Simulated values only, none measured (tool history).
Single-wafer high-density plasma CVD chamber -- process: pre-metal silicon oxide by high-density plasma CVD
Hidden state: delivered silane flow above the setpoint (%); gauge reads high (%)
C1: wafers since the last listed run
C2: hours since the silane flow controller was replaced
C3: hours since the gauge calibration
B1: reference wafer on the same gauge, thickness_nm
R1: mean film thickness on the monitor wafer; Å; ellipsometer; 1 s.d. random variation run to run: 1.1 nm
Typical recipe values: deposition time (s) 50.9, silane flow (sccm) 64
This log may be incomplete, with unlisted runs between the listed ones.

{"run": 1, "hour": 0.0, "deposition time (s)": 50.9, "silane flow (sccm)": 64, "C1": 0, "C2": 1176.8, "C3": 491.8, "B1": 264.076, "R1": 3237.96}
{"run": 2, "hour": 92.6, "deposition time (s)": 50.9, "silane flow (sccm)": 64, "C1": 1232, "C2": 1269.4, "C3": 584.4, "B1": 264.455, "R1": 3253.93}
{"run": 3, "hour": 188.3, "deposition time (s)": 50.9, "silane flow (sccm)": 67, "C1": 1274, "C2": 1365.1, "C3": 680.1, "B1": 264.165, "R1": 3371.65}
{"run": 4, "hour": 248.5, "deposition time (s)": 55.3, "silane flow (sccm)": 64, "C1": 801, "C2": 1425.3, "C3": 740.3, "B1": 264.473, "R1": 3531.4}
{"run": 5, "hour": 339.9, "deposition time (s)": 55.3, "silane flow (sccm)": 64, "C1": 1216, "C2": 1516.7, "C3": 831.7, "B1": 264.47, "R1": 3534.59}
{"hour": 377.3, "done": "gauge calibrated"}
{"run": 6, "hour": 417.9, "deposition time (s)": 53.0, "silane flow (sccm)": 70, "C1": 1038, "C2": 1594.7, "C3": 40.6, "B1": 264.236, "R1": 3650.76}
{"run": 7, "hour": 457.4, "deposition time (s)": 50.9, "silane flow (sccm)": 64, "C1": 525, "C2": 1634.2, "C3": 80.1, "B1": 264.165, "R1": 3268.58}
{"run": 8, "hour": 587.6, "deposition time (s)": 59.3, "silane flow (sccm)": 64, "C1": 1733, "C2": 1764.4, "C3": 210.3, "B1": 264.02, "R1": 3801.86}
{"run": 9, "hour": 682.8, "deposition time (s)": 41.0, "silane flow (sccm)": 68, "C1": 1267, "C2": 1859.6, "C3": 305.5, "B1": 264.075, "R1": 2764.28}
{"hour": 721.5, "done": "silane flow controller replaced"}
{"run": 10, "hour": 723.4, "deposition time (s)": 50.9, "silane flow (sccm)": 64, "C1": 434, "C2": 1.9, "C3": 346.1, "B1": 263.972, "R1": 3113.37}
{"run": 11, "hour": 830.7, "deposition time (s)": 50.9, "silane flow (sccm)": 64, "C1": 1428, "C2": 109.2, "C3": 453.4, "B1": 263.499, "R1": 3146.18}
{"run": 12, "hour": 881.0, "deposition time (s)": 54.0, "silane flow (sccm)": 55, "C1": 669, "C2": 159.5, "C3": 503.7, "B1": 263.868, "R1": 2953.09}
{"run": 13, "hour": 966.1, "deposition time (s)": 44.6, "silane flow (sccm)": 58, "C1": 1133, "C2": 244.6, "C3": 588.8, "B1": 264.003, "R1": 2547.23}
{"run": 14, "hour": 1009.5, "deposition time (s)": 44.3, "silane flow (sccm)": 74, "C1": 577, "C2": 288.0, "C3": 632.2, "B1": 264.127, "R1": 3094.45}

Below are 4 alternative next runs, each starting from the tool's condition after run 14. Predict each:
{"run": "A", "hour": 1009.9, "deposition time (s)": 45.4, "silane flow (sccm)": 64, "C1": 5, "C2": 288.4, "C3": 632.6, "B1": "?", "R1": "?"}
{"run": "B", "hour": 1009.9, "deposition time (s)": 41.2, "silane flow (sccm)": 52, "C1": 5, "C2": 288.4, "C3": 632.6, "B1": "?", "R1": "?"}
{"run": "C", "hour": 1009.9, "deposition time (s)": 58.2, "silane flow (sccm)": 67, "C1": 5, "C2": 288.4, "C3": 632.6, "B1": "?", "R1": "?"}
{"run": "D", "hour": 1009.9, "deposition time (s)": 59.5, "silane flow (sccm)": 72, "C1": 5, "C2": 288.4, "C3": 632.6, "B1": "?", "R1": "?"}

run=A B1=264.276 R1=2837.38
run=B B1=264.276 R1=2178.28
run=C B1=264.276 R1=3777.42
run=D B1=264.276 R1=4100.45
With no hidden state in the tool, these same runs would have given:
run=A R1=2785.36
run=B R1=2138.34
run=C R1=3708.15
run=D R1=4025.26

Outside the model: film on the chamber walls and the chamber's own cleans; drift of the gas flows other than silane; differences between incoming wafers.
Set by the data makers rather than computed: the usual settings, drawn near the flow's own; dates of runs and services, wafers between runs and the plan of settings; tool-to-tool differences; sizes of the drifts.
